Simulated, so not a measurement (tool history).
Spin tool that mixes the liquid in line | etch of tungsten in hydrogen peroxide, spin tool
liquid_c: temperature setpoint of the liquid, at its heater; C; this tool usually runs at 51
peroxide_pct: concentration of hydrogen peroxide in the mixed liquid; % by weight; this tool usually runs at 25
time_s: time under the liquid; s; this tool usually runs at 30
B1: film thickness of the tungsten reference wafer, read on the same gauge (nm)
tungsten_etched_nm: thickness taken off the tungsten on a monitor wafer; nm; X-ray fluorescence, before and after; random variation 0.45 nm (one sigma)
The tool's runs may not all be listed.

Run 1, hour 0: usual settings; B1 60.01. Result: tungsten_etched_nm 74.92 nm.
Run 2, hour 25: usual settings; B1 60.02. Result: tungsten_etched_nm 75.25 nm.
Run 3, hour 44.4: usual settings; B1 59.98. Result: tungsten_etched_nm 74.9 nm.
Run 4, hour 67: usual settings; B1 60. Result: tungsten_etched_nm 74.31 nm.
Run 5, hour 99.8: usual settings but time_s 20 s; B1 59.99. Result: tungsten_etched_nm 49.36 nm.
Run 6, hour 134.5: usual settings but time_s 20 s; B1 60.03. Result: tungsten_etched_nm 48.82 nm.
Run 7, hour 154.1: usual settings; B1 60.01. Result: tungsten_etched_nm 73.58 nm.
Run 8, hour 188.9: usual settings but liquid_c 58.5 C, peroxide_pct 27 % by weight; B1 60.04. Result: tungsten_etched_nm 119.43 nm.
Run 9, hour 203: usual settings; B1 59.96. Result: tungsten_etched_nm 73.34 nm.

Expected results for the next run?
At hour 212.7: heated supply line repaired.
Run 10, hour 218.4: usual settings but liquid_c 55.5 C, peroxide_pct 23 % by weight, time_s 20 s; B1 ?. Result: tungsten_etched_nm ?.

Run 10 measured B1 59.97, tungsten_etched_nm 61.51 nm.
With the hidden condition absent and the run-to-run variation left alone, this run would have shown tungsten_etched_nm 74.31 nm.

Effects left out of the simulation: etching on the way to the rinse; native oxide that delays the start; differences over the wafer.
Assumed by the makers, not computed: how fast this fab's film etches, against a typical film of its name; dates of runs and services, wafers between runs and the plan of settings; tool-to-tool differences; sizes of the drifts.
